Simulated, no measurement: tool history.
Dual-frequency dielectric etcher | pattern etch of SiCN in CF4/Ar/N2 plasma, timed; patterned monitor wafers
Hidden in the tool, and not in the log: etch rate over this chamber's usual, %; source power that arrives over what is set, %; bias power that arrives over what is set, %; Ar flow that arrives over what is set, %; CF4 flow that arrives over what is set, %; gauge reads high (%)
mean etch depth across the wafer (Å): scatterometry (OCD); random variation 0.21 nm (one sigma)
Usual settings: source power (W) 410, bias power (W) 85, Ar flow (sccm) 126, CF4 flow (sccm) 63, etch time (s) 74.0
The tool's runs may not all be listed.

| run | hour | source power (W) | bias power (W) | Ar flow (sccm) | CF4 flow (sccm) | etch time (s) | wafers since the last listed run | hours since the last wet clean | hours since the last source power generator calibration | hours since the last bias power generator calibration | hours since the last Ar flow controller change | hours since the last CF4 flow controller change | hours since the last upper electrode change | hours since the gauge calibration | read-back reference wafer on the same gauge, depth_nm | mean etch depth across the wafer (Å) |
|---|---|---|---|---|---|---|---|---|---|---|---|---|---|---|---|---|
| 1 | 0.0 | 410 | 99 | 126 | 63 | 74.0 | 0 | 69.6 | 4036.8 | 144.6 | 37.2 | 1925.6 | 100.1 | 5.2 | 63.1 | 636 |
|  | 4.3 | source power generator calibrated |
| 2 | 9.8 | 410 | 85 | 139 | 71 | 74.0 | 52 | 79.4 | 5.5 | 154.4 | 47.0 | 1935.4 | 109.9 | 15.0 | 63.1 | 596 |
|  | 23.8 | CF4 flow controller replaced |
| 3 | 24.3 | 410 | 85 | 126 | 63 | 74.0 | 77 | 93.9 | 20.0 | 168.9 | 61.5 | 0.5 | 124.4 | 29.5 | 63.1 | 597 |
|  | 60.2 | wet clean of the chamber, repeated, since the last time left the tool worse |
| 4 | 60.7 | 410 | 85 | 126 | 59 | 90.0 | 112 | 0.5 | 56.4 | 205.3 | 97.9 | 36.9 | 160.8 | 65.9 | 63.2 | 672 |
| 5 | 61.0 | 310 | 85 | 112 | 51 | 86.5 | 2 | 0.8 | 56.7 | 205.6 | 98.2 | 37.2 | 161.1 | 66.2 | 63.1 | 553 |
| 6 | 61.4 | 330 | 85 | 96 | 63 | 81.5 | 3 | 1.2 | 57.1 | 206.0 | 98.6 | 37.6 | 161.5 | 66.6 | 63.1 | 583 |
| 7 | 70.8 | 410 | 85 | 126 | 63 | 74.0 | 85 | 10.6 | 66.5 | 215.4 | 108.0 | 47.0 | 170.9 | 76.0 | 63.0 | 559 |
| 8 | 87.9 | 410 | 85 | 148 | 63 | 74.0 | 155 | 27.7 | 83.6 | 232.5 | 125.1 | 64.1 | 188.0 | 93.1 | 63.1 | 544 |
| 9 | 99.0 | 410 | 85 | 126 | 63 | 74.0 | 100 | 38.8 | 94.7 | 243.6 | 136.2 | 75.2 | 199.1 | 104.2 | 63.1 | 563 |
| 10 | 115.1 | 410 | 104 | 155 | 63 | 74.0 | 145 | 54.9 | 110.8 | 259.7 | 152.3 | 91.3 | 215.2 | 120.3 | 63.0 | 592 |
| 11 | 127.6 | 410 | 85 | 126 | 63 | 62.0 | 113 | 67.4 | 123.3 | 272.2 | 164.8 | 103.8 | 227.7 | 132.8 | 63.1 | 473 |
| 12 | 144.8 | 410 | 85 | 126 | 63 | 74.0 | 155 | 84.6 | 140.5 | 289.4 | 182.0 | 121.0 | 244.9 | 150.0 | 63.2 | 564 |
| 13 | 151.0 | 410 | 94 | 152 | 71 | 90.5 | 56 | 90.8 | 146.7 | 295.6 | 188.2 | 127.2 | 251.1 | 156.2 | 63.2 | 712 |
| 14 | 165.6 | 410 | 85 | 104 | 49 | 88.0 | 132 | 105.4 | 161.3 | 310.2 | 202.8 | 141.8 | 265.7 | 170.8 | 63.3 | 673 |
| 15 | 177.6 | 410 | 80 | 126 | 72 | 74.0 | 108 | 117.4 | 173.3 | 322.2 | 214.8 | 153.8 | 277.7 | 182.8 | 63.1 | 568 |
| 16 | 190.9 | 410 | 85 | 126 | 63 | 74.0 | 120 | 130.7 | 186.6 | 335.5 | 228.1 | 167.1 | 291.0 | 196.1 | 63.2 | 571 |
| 17 | 202.7 | 410 | 85 | 145 | 53 | 74.0 | 106 | 142.5 | 198.4 | 347.3 | 239.9 | 178.9 | 302.8 | 207.9 | 63.1 | 532 |
| 18 | 216.1 | 370 | 85 | 126 | 63 | 74.0 | 121 | 155.9 | 211.8 | 360.7 | 253.3 | 192.3 | 316.2 | 221.3 | 63.1 | 535 |
| 19 | 233.9 | 410 | 85 | 126 | 70 | 74.0 | 161 | 173.7 | 229.6 | 378.5 | 271.1 | 210.1 | 334.0 | 239.1 | 63.1 | 577 |
| 20 | 245.3 | 410 | 85 | 126 | 63 | 74.0 | 103 | 185.1 | 241.0 | 389.9 | 282.5 | 221.5 | 345.4 | 250.5 | 63.2 | 568 |
| 21 | 261.7 | 410 | 85 | 126 | 63 | 74.0 | 148 | 201.5 | 257.4 | 406.3 | 298.9 | 237.9 | 361.8 | 266.9 | 63.2 | 572 |

Forecast each of these 4 alternatives for the next run:
| A | 262.1 | 410 | 85 | 126 | 63 | 74.0 | 3 | 201.9 | 257.8 | 406.7 | 299.3 | 238.3 | 362.2 | 267.3 | ? | ? |
| B | 262.1 | 410 | 85 | 126 | 67 | 68.5 | 3 | 201.9 | 257.8 | 406.7 | 299.3 | 238.3 | 362.2 | 267.3 | ? | ? |
| C | 262.1 | 410 | 77 | 126 | 63 | 62.5 | 3 | 201.9 | 257.8 | 406.7 | 299.3 | 238.3 | 362.2 | 267.3 | ? | ? |
| D | 262.1 | 500 | 72 | 117 | 63 | 74.0 | 3 | 201.9 | 257.8 | 406.7 | 299.3 | 238.3 | 362.2 | 267.3 | ? | ? |

| run | read-back reference wafer on the same gauge, depth_nm | mean etch depth across the wafer (Å) |
|---|---|---|
| A | 63.0 | 573 |
| B | 63.0 | 537 |
| C | 63.0 | 464 |
| D | 63.0 | 615 |
Without the tool's hidden state the same runs would have given:
| run | mean etch depth across the wafer (Å) |
|---|---|
| A | 562 |
| B | 526 |
| C | 455 |
| D | 604 |
